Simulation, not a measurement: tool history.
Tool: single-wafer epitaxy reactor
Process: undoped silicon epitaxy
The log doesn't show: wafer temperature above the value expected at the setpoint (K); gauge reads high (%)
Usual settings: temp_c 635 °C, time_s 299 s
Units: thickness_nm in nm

run   hour  temp_c  time_s  wafers since the last listed run  hours since the last pyrometer calibration  hours since the gauge calibration  read-back reference wafer on the same gauge, thickness_nm  thickness_nm
  1    0.0     625     299                                 0                                      2443.4                               84.6                                                     38.198        22.570
  2    8.4     625     299                                66                                      2451.8                               93.0                                                     38.202        22.650
  3   20.4     635     299                                94                                      2463.8                              105.0                                                     38.215        29.539
  4   27.9     635     299                                59                                      2471.3                              112.5                                                     38.215        29.273
  5   36.0     635     299                                63                                      2479.4                              120.6                                                     38.197        29.334
  6   42.8     629     299                                53                                      2486.2                              127.4                                                     38.202        25.054
  7   60.5     629     299                               139                                      2503.9                              145.1                                                     38.211        24.921
  8   78.2     629     299                               139                                      2521.6                              162.8                                                     38.185        24.874
  9   95.6     635     299                               137                                      2539.0                              180.2                                                     38.190        29.055
 10  109.0     635     299                               105                                      2552.4                              193.6                                                     38.198        28.978
 11  115.4     635     312                                50                                      2558.8                              200.0                                                     38.202        30.315
 12  123.5     628     299                                63                                      2566.9                              208.1                                                     38.214        24.101
 13  134.4     635     299                                86                                      2577.8                              219.0                                                     38.205        28.907
 14  143.2     635     299                                69                                      2586.6                              227.8                                                     38.185        28.904
 15  155.6     638     265                                97                                      2599.0                              240.2                                                     38.196        27.590
     172.4  -- pyrometer calibrated
 16  172.9     638     265                                73                                         0.5                              257.5                                                     38.206        34.106
 17  178.0     638     265                                40                                         5.6                              262.6                                                     38.198        34.094

The next listed run, before its measurement:
 18  191.9     635     299                               109                                        19.5                              276.5                                                          ?             ?

{"run 18": {"read-back reference wafer on the same gauge, thickness_nm": 38.197, "thickness_nm": 35.72}}
Without the tool's hidden state the same run would have given thickness_nm 35.062 nm.

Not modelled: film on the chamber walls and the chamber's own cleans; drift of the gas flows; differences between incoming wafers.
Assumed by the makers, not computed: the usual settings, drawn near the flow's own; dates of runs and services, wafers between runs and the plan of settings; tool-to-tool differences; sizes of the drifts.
